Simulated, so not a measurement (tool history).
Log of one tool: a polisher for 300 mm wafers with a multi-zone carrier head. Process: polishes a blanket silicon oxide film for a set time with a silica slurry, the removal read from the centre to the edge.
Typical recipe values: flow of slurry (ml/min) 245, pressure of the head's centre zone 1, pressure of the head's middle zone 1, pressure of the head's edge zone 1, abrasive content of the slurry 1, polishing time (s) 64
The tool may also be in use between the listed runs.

| run | hour | flow of slurry (ml/min) | pressure of the head's centre zone | pressure of the head's middle zone | pressure of the head's edge zone | abrasive content of the slurry | polishing time (s) | incoming thickness of the incoming film, nm | film removed at the wafer's centre (Å) | film removed at mid-radius (Å) | film removed at the wafer's edge (Å) |
|---|---|---|---|---|---|---|---|---|---|---|---|
| 1 | 0 | 245 | 1 | 0.96 | 1 | 1 | 64 | 859.4 | 3213 | 3098 | 3077 |
| 2 | 17.3 | 245 | 1 | 0.96 | 1 | 1 | 64 | 863.4 | 3232 | 3085 | 3129 |
| 3 | 25 | 245 | 1 | 0.96 | 1 | 1 | 64 | 879 | 3229 | 3095 | 3154 |
| 4 | 32.1 | 245 | 0.95 | 1 | 1 | 1 | 64 | 865.9 | 3080 | 3112 | 3050 |
| 5 | 42.4 | 190 | 1 | 1 | 0.94 | 1 | 64 | 871.4 | 3049 | 3015 | 2865 |
| 6 | 50 | 200 | 1 | 1 | 1 | 1 | 64 | 874.9 | 3097 | 2979 | 2955 |
| 7 | 63.7 | 245 | 1 | 1 | 1 | 1.2 | 64 | 860.9 | 3354 | 3304 | 3251 |
|  | 74.7 | edge zone pressure recalibrated |
| 8 | 80.6 | 220 | 1 | 1 | 1 | 1 | 56 | 876.2 | 2700 | 2530 | 2558 |
| 9 | 87.6 | 245 | 1 | 1 | 1 | 1 | 64 | 878.4 | 3005 | 2953 | 2917 |
| 10 | 102.1 | 245 | 1 | 1 | 1 | 1.2 | 74 | 864.6 | 3810 | 3589 | 3576 |
|  | 106.4 | slurry nozzle cleaned |
|  | 111.2 | worn pad replaced by a new one |
| 11 | 111.7 | 245 | 1 | 1 | 1 | 1 | 64 | 870.3 | 3263 | 3221 | 3145 |
| 12 | 126.3 | 205 | 1 | 1 | 1 | 1 | 64 | 858.3 | 3151 | 3103 | 3084 |
|  | 130 | centre zone pressure recalibrated |
| 13 | 141.6 | 195 | 1 | 1 | 1 | 1 | 64 | 875.9 | 3095 | 3069 | 3026 |
|  | 161.4 | carrier head's membrane replaced by a new one |
| 14 | 161.9 | 200 | 1 | 0.9 | 1 | 1 | 64 | 863.6 | 3205 | 2848 | 3061 |
| 15 | 163.7 | 185 | 1 | 1 | 1 | 1 | 45 | 889.5 | 2171 | 2121 | 2086 |
| 16 | 180.5 | 245 | 1 | 1 | 1.06 | 1 | 64 | 861.7 | 3160 | 3170 | 3084 |
| 17 | 187.1 | 245 | 1 | 1 | 1.06 | 1 | 43 | 863.2 | 2106 | 2081 | 2105 |
| 18 | 202.7 | 270 | 1 | 0.96 | 1 | 1 | 75 | 858.4 | 3799 | 3455 | 3508 |
| 19 | 218.7 | 245 | 0.94 | 1.11 | 1 | 1.2 | 51 | 878.1 | 2454 | 2799 | 2533 |
| 20 | 229.5 | 245 | 0.94 | 1.11 | 1 | 1.2 | 51 | 879.8 | 2423 | 2752 | 2437 |
|  | 242.5 | worn pad replaced by a new one |
| 21 | 243 | 245 | 0.93 | 1 | 1 | 1 | 64 | 860.4 | 3088 | 3181 | 3142 |
| 22 | 250.1 | 245 | 1 | 1 | 1 | 1 | 84 | 861.4 | 4220 | 4193 | 4119 |

Some steps in film removed at the wafer's centre (Å) between neighbouring runs. How much of each would the tool show without its hidden state too (settings, what came in, random variation), and how much is left for the hidden state, with any gauge scatter that isn't in both results?
Hidden state at play: removal rate lost through wear of the pad, %; slurry flow missing at the pad, %; deviation of the centre zone's pressure from its setpoint, %; deviation of the edge zone's pressure from its setpoint, %.
Run 10 -> 11: abrasive content of the slurry 1.2 -> 1, polishing time (s) 74 -> 64, slurry nozzle cleaned, worn pad replaced by a new one. film removed at the wafer's centre (Å) -547: hidden state +471, all else -1018.
Run 17 -> 18: flow of slurry (ml/min) 245 -> 270, pressure of the head's middle zone 1 -> 0.96, pressure of the head's edge zone 1.06 -> 1, polishing time (s) 43 -> 75. film removed at the wafer's centre (Å) +1693: hidden state -166, all else +1859.
Run 18 -> 19: flow of slurry (ml/min) 270 -> 245, pressure of the head's centre zone 1 -> 0.94, pressure of the head's middle zone 0.96 -> 1.11, abrasive content of the slurry 1 -> 1.2, polishing time (s) 75 -> 51. film removed at the wafer's centre (Å) -1345: hidden state +40, all else -1385.
Run 20 -> 21: pressure of the head's centre zone 0.94 -> 0.93, pressure of the head's middle zone 1.11 -> 1, abrasive content of the slurry 1.2 -> 1, polishing time (s) 51 -> 64, worn pad replaced by a new one. film removed at the wafer's centre (Å) +665: hidden state +225, all else +440.
